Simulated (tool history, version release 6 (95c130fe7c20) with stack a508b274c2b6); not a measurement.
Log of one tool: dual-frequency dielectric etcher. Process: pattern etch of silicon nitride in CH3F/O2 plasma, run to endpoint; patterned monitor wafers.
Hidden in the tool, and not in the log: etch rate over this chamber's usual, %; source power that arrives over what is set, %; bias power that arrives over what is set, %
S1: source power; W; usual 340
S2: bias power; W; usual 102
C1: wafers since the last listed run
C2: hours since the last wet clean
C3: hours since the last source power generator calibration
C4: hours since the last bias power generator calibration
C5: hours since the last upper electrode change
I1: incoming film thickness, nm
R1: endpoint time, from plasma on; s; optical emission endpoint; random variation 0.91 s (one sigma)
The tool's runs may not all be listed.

run	hour	S1	S2	C1	C2	C3	C4	C5	I1	R1
1	0.0	340	102	0	166.0	440.1	3093.3	1048.8	110.6	119.3
2	74.2	340	91	546	240.2	514.3	3167.5	1123.0	112.5	127.5
3	156.1	340	102	603	322.1	596.2	3249.4	1204.9	111.2	118.4
4	249.0	340	102	684	415.0	689.1	3342.3	1297.8	110.6	118.0
5	285.4	340	114	268	451.4	725.5	3378.7	1334.2	110.6	111.6
6	327.8	340	114	312	493.8	767.9	3421.1	1376.6	111.0	113.3
# hour 370.4: wet clean of the chamber
7	422.2	340	81	518	51.8	862.3	3515.5	1471.0	111.5	135.2
8	529.8	340	81	793	159.4	969.9	3623.1	1578.6	111.5	135.4
9	604.7	340	102	552	234.3	1044.8	3698.0	1653.5	111.1	121.6
10	861.4	340	102	1891	491.0	1301.5	3954.7	1910.2	110.5	121.1
# hour 1018.2: wet clean of the chamber
11	1160.9	340	102	2030	142.7	1601.0	4254.2	2209.7	111.4	119.9

Run 12 comes next. What will it give?
# hour 1174.3: source power generator calibrated
12	1235.9	340	102	523	217.7	61.6	4329.2	2284.7	111.4	?

{"run 12": {"R1": 119.8}}
Without the tool's hidden state the same run would have given R1 119.8 s.
